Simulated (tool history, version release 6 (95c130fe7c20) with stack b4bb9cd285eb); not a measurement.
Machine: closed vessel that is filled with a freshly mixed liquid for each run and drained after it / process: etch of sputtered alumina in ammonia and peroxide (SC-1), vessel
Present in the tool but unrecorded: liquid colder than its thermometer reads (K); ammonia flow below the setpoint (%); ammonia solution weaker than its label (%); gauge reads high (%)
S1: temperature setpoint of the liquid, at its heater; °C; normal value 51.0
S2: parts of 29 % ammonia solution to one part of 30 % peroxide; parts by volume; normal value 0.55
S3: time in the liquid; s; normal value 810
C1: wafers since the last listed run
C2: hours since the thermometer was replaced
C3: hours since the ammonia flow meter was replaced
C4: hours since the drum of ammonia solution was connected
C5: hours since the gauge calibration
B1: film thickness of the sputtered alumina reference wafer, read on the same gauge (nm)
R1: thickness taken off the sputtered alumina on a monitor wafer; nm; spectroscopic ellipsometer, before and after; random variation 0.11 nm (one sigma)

{"run": 1, "hour": 0.0, "S1": 51.0, "S2": 0.55, "S3": 810, "C1": 0, "C2": 934.9, "C3": 615.5, "C4": 244.6, "C5": 223.3, "B1": 30.0, "R1": 43.94}
{"run": 2, "hour": 37.5, "S1": 51.0, "S2": 0.55, "S3": 810, "C1": 1851, "C2": 972.4, "C3": 653.0, "C4": 282.1, "C5": 260.8, "B1": 29.99, "R1": 43.86}
{"run": 3, "hour": 63.0, "S1": 51.0, "S2": 0.55, "S3": 810, "C1": 1259, "C2": 997.9, "C3": 678.5, "C4": 307.6, "C5": 286.3, "B1": 29.98, "R1": 43.82}
{"hour": 99.4, "done": "ammonia flow meter replaced"}
{"run": 4, "hour": 133.8, "S1": 51.0, "S2": 0.55, "S3": 810, "C1": 3446, "C2": 1068.7, "C3": 34.4, "C4": 378.4, "C5": 357.1, "B1": 30.0, "R1": 44.35}
{"run": 5, "hour": 160.0, "S1": 51.0, "S2": 0.55, "S3": 810, "C1": 1293, "C2": 1094.9, "C3": 60.6, "C4": 404.6, "C5": 383.3, "B1": 29.99, "R1": 44.19}
{"run": 6, "hour": 220.6, "S1": 51.0, "S2": 0.55, "S3": 810, "C1": 2992, "C2": 1155.5, "C3": 121.2, "C4": 465.2, "C5": 443.9, "B1": 29.98, "R1": 44.07}
{"run": 7, "hour": 252.8, "S1": 51.0, "S2": 0.55, "S3": 810, "C1": 1589, "C2": 1187.7, "C3": 153.4, "C4": 497.4, "C5": 476.1, "B1": 29.99, "R1": 44.15}
{"run": 8, "hour": 298.6, "S1": 51.0, "S2": 0.55, "S3": 810, "C1": 2261, "C2": 1233.5, "C3": 199.2, "C4": 543.2, "C5": 521.9, "B1": 30.0, "R1": 44.24}
{"run": 9, "hour": 354.8, "S1": 51.0, "S2": 0.55, "S3": 810, "C1": 2774, "C2": 1289.7, "C3": 255.4, "C4": 599.4, "C5": 578.1, "B1": 30.0, "R1": 44.08}
{"run": 10, "hour": 402.8, "S1": 51.0, "S2": 0.55, "S3": 810, "C1": 2369, "C2": 1337.7, "C3": 303.4, "C4": 647.4, "C5": 626.1, "B1": 29.98, "R1": 43.86}
{"run": 11, "hour": 448.1, "S1": 51.0, "S2": 0.55, "S3": 810, "C1": 2236, "C2": 1383.0, "C3": 348.7, "C4": 692.7, "C5": 671.4, "B1": 30.01, "R1": 43.82}
{"run": 12, "hour": 474.0, "S1": 51.0, "S2": 0.55, "S3": 810, "C1": 1278, "C2": 1408.9, "C3": 374.6, "C4": 718.6, "C5": 697.3, "B1": 29.98, "R1": 43.74}
{"run": 13, "hour": 528.7, "S1": 45.0, "S2": 0.35, "S3": 550, "C1": 2700, "C2": 1463.6, "C3": 429.3, "C4": 773.3, "C5": 752.0, "B1": 30.03, "R1": 20.43}
{"run": 14, "hour": 556.3, "S1": 51.0, "S2": 0.35, "S3": 810, "C1": 1362, "C2": 1491.2, "C3": 456.9, "C4": 800.9, "C5": 779.6, "B1": 29.99, "R1": 41.95}
{"run": 15, "hour": 612.2, "S1": 51.0, "S2": 0.4, "S3": 360, "C1": 2760, "C2": 1547.1, "C3": 512.8, "C4": 856.8, "C5": 835.5, "B1": 29.98, "R1": 18.81}
{"hour": 629.9, "done": "new drum of ammonia solution connected"}
{"run": 16, "hour": 658.8, "S1": 51.0, "S2": 0.55, "S3": 810, "C1": 2251, "C2": 1593.7, "C3": 559.4, "C4": 28.9, "C5": 882.1, "B1": 30.0, "R1": 43.79}
{"hour": 687.0, "done": "thermometer replaced"}
{"run": 17, "hour": 687.9, "S1": 41.5, "S2": 0.35, "S3": 330, "C1": 1387, "C2": 0.9, "C3": 588.5, "C4": 58.0, "C5": 911.2, "B1": 29.99, "R1": 10.08}
{"run": 18, "hour": 736.2, "S1": 51.0, "S2": 0.55, "S3": 810, "C1": 2384, "C2": 49.2, "C3": 636.8, "C4": 106.3, "C5": 959.5, "B1": 30.0, "R1": 44.16}
{"hour": 741.1, "done": "gauge calibrated"}
{"hour": 758.8, "done": "ammonia flow meter replaced"}
{"run": 19, "hour": 781.8, "S1": 51.0, "S2": 0.55, "S3": 585, "C1": 2202, "C2": 94.8, "C3": 23.0, "C4": 151.9, "C5": 40.7, "B1": 30.0, "R1": 32.15}
{"run": 20, "hour": 852.9, "S1": 45.5, "S2": 0.55, "S3": 810, "C1": 3510, "C2": 165.9, "C3": 94.1, "C4": 223.0, "C5": 111.8, "B1": 29.98, "R1": 32.74}
{"run": 21, "hour": 905.2, "S1": 55.5, "S2": 0.7, "S3": 1000, "C1": 2582, "C2": 218.2, "C3": 146.4, "C4": 275.3, "C5": 164.1, "B1": 30.0, "R1": 71.6}
{"run": 22, "hour": 937.9, "S1": 51.0, "S2": 0.55, "S3": 810, "C1": 1614, "C2": 250.9, "C3": 179.1, "C4": 308.0, "C5": 196.8, "B1": 30.01, "R1": 44.52}
{"run": 23, "hour": 995.7, "S1": 51.0, "S2": 0.75, "S3": 1045, "C1": 2853, "C2": 308.7, "C3": 236.9, "C4": 365.8, "C5": 254.6, "B1": 30.01, "R1": 58.93}
{"run": 24, "hour": 1055.4, "S1": 51.0, "S2": 0.55, "S3": 1020, "C1": 2947, "C2": 368.4, "C3": 296.6, "C4": 425.5, "C5": 314.3, "B1": 30.0, "R1": 55.61}
{"run": 25, "hour": 1110.8, "S1": 44.0, "S2": 0.55, "S3": 810, "C1": 2735, "C2": 423.8, "C3": 352.0, "C4": 480.9, "C5": 369.7, "B1": 30.02, "R1": 30.08}
{"run": 26, "hour": 1162.6, "S1": 51.0, "S2": 0.7, "S3": 585, "C1": 2557, "C2": 475.6, "C3": 403.8, "C4": 532.7, "C5": 421.5, "B1": 29.98, "R1": 32.75}
{"run": 27, "hour": 1220.2, "S1": 51.0, "S2": 0.65, "S3": 965, "C1": 2843, "C2": 533.2, "C3": 461.4, "C4": 590.3, "C5": 479.1, "B1": 30.0, "R1": 53.28}

For run 28, what comes out?
{"run": 28, "hour": 1265.8, "S1": 51.0, "S2": 0.55, "S3": 1065, "C1": 2251, "C2": 578.8, "C3": 507.0, "C4": 635.9, "C5": 524.7, "B1": "?", "R1": "?"}

B1: 30.02
R1: 58.01 nm
With the hidden condition absent and the run-to-run variation left alone, this run would have shown R1 58.99 nm.
